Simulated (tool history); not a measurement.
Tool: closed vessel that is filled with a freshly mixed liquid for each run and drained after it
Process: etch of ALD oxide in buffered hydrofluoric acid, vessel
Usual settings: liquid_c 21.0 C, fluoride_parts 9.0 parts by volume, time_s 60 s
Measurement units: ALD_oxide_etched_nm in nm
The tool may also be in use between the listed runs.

run	hour	liquid_c	fluoride_parts	time_s	wafers since the last listed run	hours since the thermometer was replaced	hours since the hydrofluoric acid flow meter was replaced	hours since the gauge calibration	read-back film thickness of the ALD oxide reference wafer, read on the same gauge (nm)	ALD_oxide_etched_nm
1	0.0	21.0	9.0	60	0	1414.1	968.4	60.4	99.98	203.51
2	9.6	21.0	9.0	60	1385	1423.7	978.0	70.0	100.01	204.34
3	27.0	21.0	9.0	60	2510	1441.1	995.4	87.4	100.00	204.25
4	33.4	21.0	9.0	60	923	1447.5	1001.8	93.8	100.00	204.37
5	45.4	21.0	9.0	60	1731	1459.5	1013.8	105.8	100.00	204.80
6	57.6	21.0	9.0	60	1760	1471.7	1026.0	118.0	100.00	204.96
7	66.1	21.0	9.0	60	1226	1480.2	1034.5	126.5	99.99	203.88
# hour 79.7: thermometer replaced
8	83.3	21.0	9.0	60	2337	3.6	1051.7	143.7	100.00	203.59
9	101.1	21.0	9.0	60	2568	21.4	1069.5	161.5	99.99	203.79
10	116.7	21.0	9.0	60	2250	37.0	1085.1	177.1	99.96	204.59
11	133.1	17.0	7.5	30	2366	53.4	1101.5	193.5	99.98	99.42
12	149.8	21.0	9.0	60	2409	70.1	1118.2	210.2	100.02	204.10
# hour 152.1: gauge calibrated
13	156.4	25.5	7.5	35	952	76.7	1124.8	4.3	100.02	185.96
14	166.6	21.0	9.0	60	1471	86.9	1135.0	14.5	99.99	204.69
# hour 178.3: hydrofluoric acid flow meter replaced
15	179.6	23.5	9.0	60	1731	99.9	1.3	27.5	100.00	234.10
16	194.3	21.0	10.0	30	2121	114.6	16.0	42.2	100.01	96.04
17	200.6	23.5	9.0	90	909	120.9	22.3	48.5	100.01	351.58
18	215.3	18.0	10.5	80	2121	135.6	37.0	63.2	100.01	205.62
19	232.2	21.0	9.0	60	2438	152.5	53.9	80.1	100.02	203.64
20	242.7	25.5	11.5	85	1515	163.0	64.4	90.6	100.00	303.96
21	252.8	21.0	6.0	75	1457	173.1	74.5	100.7	100.01	380.80

Give the tool's hidden conditions for every run:
liquid hotter than its thermometer reads (K): 0 at every run
hydrofluoric acid flow below the setpoint (%): 0 at every run
gauge reads high (%): 0 at every run

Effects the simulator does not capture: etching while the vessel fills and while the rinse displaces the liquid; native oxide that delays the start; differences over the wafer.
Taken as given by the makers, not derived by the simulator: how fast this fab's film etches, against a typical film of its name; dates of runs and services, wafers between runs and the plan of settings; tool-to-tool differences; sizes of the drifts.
